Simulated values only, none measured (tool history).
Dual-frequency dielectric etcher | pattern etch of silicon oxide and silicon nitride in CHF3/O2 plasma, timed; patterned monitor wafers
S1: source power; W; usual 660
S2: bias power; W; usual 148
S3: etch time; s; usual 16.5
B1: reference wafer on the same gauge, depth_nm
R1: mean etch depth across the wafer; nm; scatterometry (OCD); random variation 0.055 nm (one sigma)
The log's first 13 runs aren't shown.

Run 14, hour 915.2: usual settings; B1 20.70. Result: R1 24.39 nm.
Run 15, hour 959.7: usual settings but S2 164 W, S3 13.0 s; B1 20.71. Result: R1 19.65 nm.
At hour 1054.7: upper electrode replaced.
Run 16, hour 1055.2: usual settings but S2 164 W; B1 20.72. Result: R1 24.99 nm.
Run 17, hour 1138.4: usual settings; B1 20.70. Result: R1 24.20 nm.
At hour 1180.1: wet clean of the chamber.
Run 18, hour 1191.1: usual settings but S1 700 W, S2 162 W, S3 14.0 s; B1 20.70. Result: R1 21.52 nm.
Run 19, hour 1254.5: usual settings but S1 620 W, S2 119 W, S3 15.0 s; B1 20.70. Result: R1 20.53 nm.
Run 20, hour 1300.2: usual settings but S1 580 W, S2 179 W, S3 11.5 s; B1 20.70. Result: R1 17.03 nm.
At hour 1320.3: gauge calibrated.
Run 21, hour 1379.6: usual settings but S2 136 W; B1 20.70. Result: R1 23.81 nm.
At hour 1434.3: bias power generator calibrated.
Run 22, hour 1444.0: usual settings but S1 510 W, S2 133 W, S3 14.0 s; B1 20.70. Result: R1 18.31 nm.

Forecast run 23:
At hour 1581.6: source power generator calibrated.
Run 23, hour 1674.5: usual settings but S1 730 W, S2 114 W, S3 12.5 s; B1 ?. Result: R1 ?.

B1: 20.72
R1: 17.69 nm
Without the tool's hidden state the same run would have given R1 17.68 nm.
